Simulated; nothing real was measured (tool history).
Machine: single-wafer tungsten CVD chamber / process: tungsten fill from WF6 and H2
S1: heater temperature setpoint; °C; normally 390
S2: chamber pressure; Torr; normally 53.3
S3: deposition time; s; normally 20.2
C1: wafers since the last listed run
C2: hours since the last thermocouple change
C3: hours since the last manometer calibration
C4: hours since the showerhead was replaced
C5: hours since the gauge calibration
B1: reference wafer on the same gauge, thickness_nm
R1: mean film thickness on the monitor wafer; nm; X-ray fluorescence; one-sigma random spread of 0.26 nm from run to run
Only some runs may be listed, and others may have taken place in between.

{"run": 1, "day": 0.0, "S1": 390, "S2": 53.3, "S3": 20.2, "C1": 0, "C2": 1406.7, "C3": 958.5, "C4": 1508.0, "C5": 199.2, "B1": 65.528, "R1": 61.73}
{"run": 2, "day": 2.246, "S1": 390, "S2": 53.3, "S3": 20.2, "C1": 1311, "C2": 1460.6, "C3": 1012.4, "C4": 1561.9, "C5": 253.1, "B1": 65.416, "R1": 60.666}
{"run": 3, "day": 3.804, "S1": 390, "S2": 53.3, "S3": 23.1, "C1": 910, "C2": 1498.0, "C3": 1049.8, "C4": 1599.3, "C5": 290.5, "B1": 65.481, "R1": 70.401}
{"day": 5.496, "done": "thermocouple changed; heater temperature recalibrated"}
{"run": 4, "day": 5.517, "S1": 390, "S2": 53.3, "S3": 20.2, "C1": 805, "C2": 0.5, "C3": 1090.9, "C4": 1640.4, "C5": 331.6, "B1": 65.441, "R1": 62.936}
{"run": 5, "day": 7.638, "S1": 390, "S2": 53.3, "S3": 20.2, "C1": 1238, "C2": 51.4, "C3": 1141.8, "C4": 1691.3, "C5": 382.5, "B1": 65.514, "R1": 62.318}
{"run": 6, "day": 17.933, "S1": 390, "S2": 53.3, "S3": 20.2, "C1": 6014, "C2": 298.5, "C3": 1388.9, "C4": 1938.4, "C5": 629.6, "B1": 65.538, "R1": 62.239}
{"run": 7, "day": 20.908, "S1": 394, "S2": 53.3, "S3": 20.2, "C1": 1737, "C2": 369.9, "C3": 1460.3, "C4": 2009.8, "C5": 701.0, "B1": 65.506, "R1": 66.704}
{"run": 8, "day": 33.738, "S1": 390, "S2": 53.3, "S3": 20.2, "C1": 7494, "C2": 677.8, "C3": 1768.2, "C4": 2317.7, "C5": 1008.9, "B1": 65.399, "R1": 62.152}
{"run": 9, "day": 38.117, "S1": 390, "S2": 53.3, "S3": 17.1, "C1": 2558, "C2": 782.9, "C3": 1873.3, "C4": 2422.8, "C5": 1114.0, "B1": 65.509, "R1": 52.76}
{"run": 10, "day": 41.079, "S1": 390, "S2": 53.3, "S3": 17.1, "C1": 1730, "C2": 854.0, "C3": 1944.4, "C4": 2493.9, "C5": 1185.1, "B1": 65.446, "R1": 52.577}
{"day": 41.829, "done": "showerhead replaced"}
{"run": 11, "day": 45.088, "S1": 390, "S2": 53.3, "S3": 17.1, "C1": 2146, "C2": 950.2, "C3": 2040.6, "C4": 78.2, "C5": 1281.3, "B1": 65.333, "R1": 52.37}
{"day": 48.958, "done": "capacitance manometer re-zeroed and calibrated"}
{"run": 12, "day": 49.05, "S1": 390, "S2": 53.3, "S3": 20.2, "C1": 2120, "C2": 1045.3, "C3": 2.2, "C4": 173.3, "C5": 1376.4, "B1": 65.46, "R1": 61.499}
{"run": 13, "day": 50.796, "S1": 390, "S2": 53.3, "S3": 20.2, "C1": 1019, "C2": 1087.2, "C3": 44.1, "C4": 215.2, "C5": 1418.3, "B1": 65.518, "R1": 61.413}
{"run": 14, "day": 52.942, "S1": 390, "S2": 53.3, "S3": 20.2, "C1": 1253, "C2": 1138.7, "C3": 95.6, "C4": 266.7, "C5": 1469.8, "B1": 65.431, "R1": 61.55}
{"run": 15, "day": 54.762, "S1": 378, "S2": 53.3, "S3": 20.2, "C1": 1063, "C2": 1182.4, "C3": 139.3, "C4": 310.4, "C5": 1513.5, "B1": 65.574, "R1": 50.15}
{"run": 16, "day": 57.362, "S1": 390, "S2": 62.7, "S3": 24.0, "C1": 1518, "C2": 1244.8, "C3": 201.7, "C4": 372.8, "C5": 1575.9, "B1": 65.543, "R1": 80.325}
{"day": 62.796, "done": "thermocouple changed; heater temperature recalibrated"}
{"run": 17, "day": 68.888, "S1": 390, "S2": 44.4, "S3": 20.2, "C1": 6537, "C2": 146.2, "C3": 478.3, "C4": 649.4, "C5": 1852.5, "B1": 65.464, "R1": 56.231}
{"run": 18, "day": 72.817, "S1": 390, "S2": 53.3, "S3": 20.2, "C1": 2295, "C2": 240.5, "C3": 572.6, "C4": 743.7, "C5": 1946.8, "B1": 65.523, "R1": 62.827}
{"run": 19, "day": 75.538, "S1": 390, "S2": 53.3, "S3": 20.2, "C1": 1589, "C2": 305.8, "C3": 637.9, "C4": 809.0, "C5": 2012.1, "B1": 65.462, "R1": 62.78}
{"day": 77.083, "done": "gauge calibrated"}
{"run": 20, "day": 79.212, "S1": 386, "S2": 48.6, "S3": 20.2, "C1": 2146, "C2": 394.0, "C3": 726.1, "C4": 897.2, "C5": 51.1, "B1": 65.605, "R1": 55.167}
{"run": 21, "day": 82.908, "S1": 376, "S2": 59.4, "S3": 20.2, "C1": 2158, "C2": 482.7, "C3": 814.8, "C4": 985.9, "C5": 139.8, "B1": 65.386, "R1": 52.288}
{"run": 22, "day": 89.821, "S1": 390, "S2": 63.4, "S3": 21.4, "C1": 4038, "C2": 648.6, "C3": 980.7, "C4": 1151.8, "C5": 305.7, "B1": 65.604, "R1": 72.879}
{"run": 23, "day": 93.017, "S1": 390, "S2": 53.3, "S3": 17.1, "C1": 1866, "C2": 725.3, "C3": 1057.4, "C4": 1228.5, "C5": 382.4, "B1": 65.515, "R1": 52.997}
{"run": 24, "day": 96.271, "S1": 396, "S2": 42.8, "S3": 22.4, "C1": 1900, "C2": 803.4, "C3": 1135.5, "C4": 1306.6, "C5": 460.5, "B1": 65.469, "R1": 66.375}
{"run": 25, "day": 98.792, "S1": 390, "S2": 53.3, "S3": 20.2, "C1": 1472, "C2": 863.9, "C3": 1196.0, "C4": 1367.1, "C5": 521.0, "B1": 65.484, "R1": 61.771}
{"run": 26, "day": 102.138, "S1": 385, "S2": 60.8, "S3": 20.2, "C1": 1954, "C2": 944.2, "C3": 1276.3, "C4": 1447.4, "C5": 601.3, "B1": 65.548, "R1": 60.993}
{"run": 27, "day": 106.554, "S1": 401, "S2": 53.3, "S3": 20.2, "C1": 2580, "C2": 1050.2, "C3": 1382.3, "C4": 1553.4, "C5": 707.3, "B1": 65.449, "R1": 74.844}
{"run": 28, "day": 108.65, "S1": 404, "S2": 61.3, "S3": 17.7, "C1": 1224, "C2": 1100.5, "C3": 1432.6, "C4": 1603.7, "C5": 757.6, "B1": 65.548, "R1": 73.559}
{"run": 29, "day": 111.762, "S1": 404, "S2": 46.3, "S3": 18.8, "C1": 1818, "C2": 1175.2, "C3": 1507.3, "C4": 1678.4, "C5": 832.3, "B1": 65.517, "R1": 66.11}
{"run": 30, "day": 116.312, "S1": 390, "S2": 63.4, "S3": 21.4, "C1": 2657, "C2": 1284.4, "C3": 1616.5, "C4": 1787.6, "C5": 941.5, "B1": 65.527, "R1": 72.118}
{"run": 31, "day": 120.092, "S1": 396, "S2": 53.3, "S3": 22.7, "C1": 2207, "C2": 1375.1, "C3": 1707.2, "C4": 1878.3, "C5": 1032.2, "B1": 65.473, "R1": 76.343}
{"day": 121.171, "done": "thermocouple changed; heater temperature recalibrated"}
{"run": 32, "day": 122.104, "S1": 390, "S2": 53.3, "S3": 20.2, "C1": 980, "C2": 22.4, "C3": 1755.5, "C4": 1926.6, "C5": 1080.5, "B1": 65.453, "R1": 62.58}
{"run": 33, "day": 125.3, "S1": 390, "S2": 53.3, "S3": 20.2, "C1": 1866, "C2": 99.1, "C3": 1832.2, "C4": 2003.3, "C5": 1157.2, "B1": 65.558, "R1": 62.667}

Predict each of these 5 candidate next runs independently; none follows another, all start after run 33:
{"run": "A", "day": 125.317, "S1": 390, "S2": 53.3, "S3": 20.2, "C1": 9, "C2": 99.5, "C3": 1832.6, "C4": 2003.7, "C5": 1157.6, "B1": "?", "R1": "?"}
{"run": "B", "day": 125.317, "S1": 400, "S2": 58.5, "S3": 18.8, "C1": 9, "C2": 99.5, "C3": 1832.6, "C4": 2003.7, "C5": 1157.6, "B1": "?", "R1": "?"}
{"run": "C", "day": 125.317, "S1": 383, "S2": 44.9, "S3": 17.0, "C1": 9, "C2": 99.5, "C3": 1832.6, "C4": 2003.7, "C5": 1157.6, "B1": "?", "R1": "?"}
{"run": "D", "day": 125.317, "S1": 390, "S2": 59.9, "S3": 20.2, "C1": 9, "C2": 99.5, "C3": 1832.6, "C4": 2003.7, "C5": 1157.6, "B1": "?", "R1": "?"}
{"run": "E", "day": 125.317, "S1": 390, "S2": 65.5, "S3": 20.2, "C1": 9, "C2": 99.5, "C3": 1832.6, "C4": 2003.7, "C5": 1157.6, "B1": "?", "R1": "?"}

run=A B1=65.469 R1=62.701
run=B B1=65.469 R1=72.638
run=C B1=65.469 R1=42.032
run=D B1=65.469 R1=67.035
run=E B1=65.469 R1=70.353
Take away the tool's hidden state, keep each run's random variation, and the runs would have read:
run=A R1=62.540
run=B R1=72.457
run=C R1=41.920
run=D R1=66.863
run=E R1=70.173
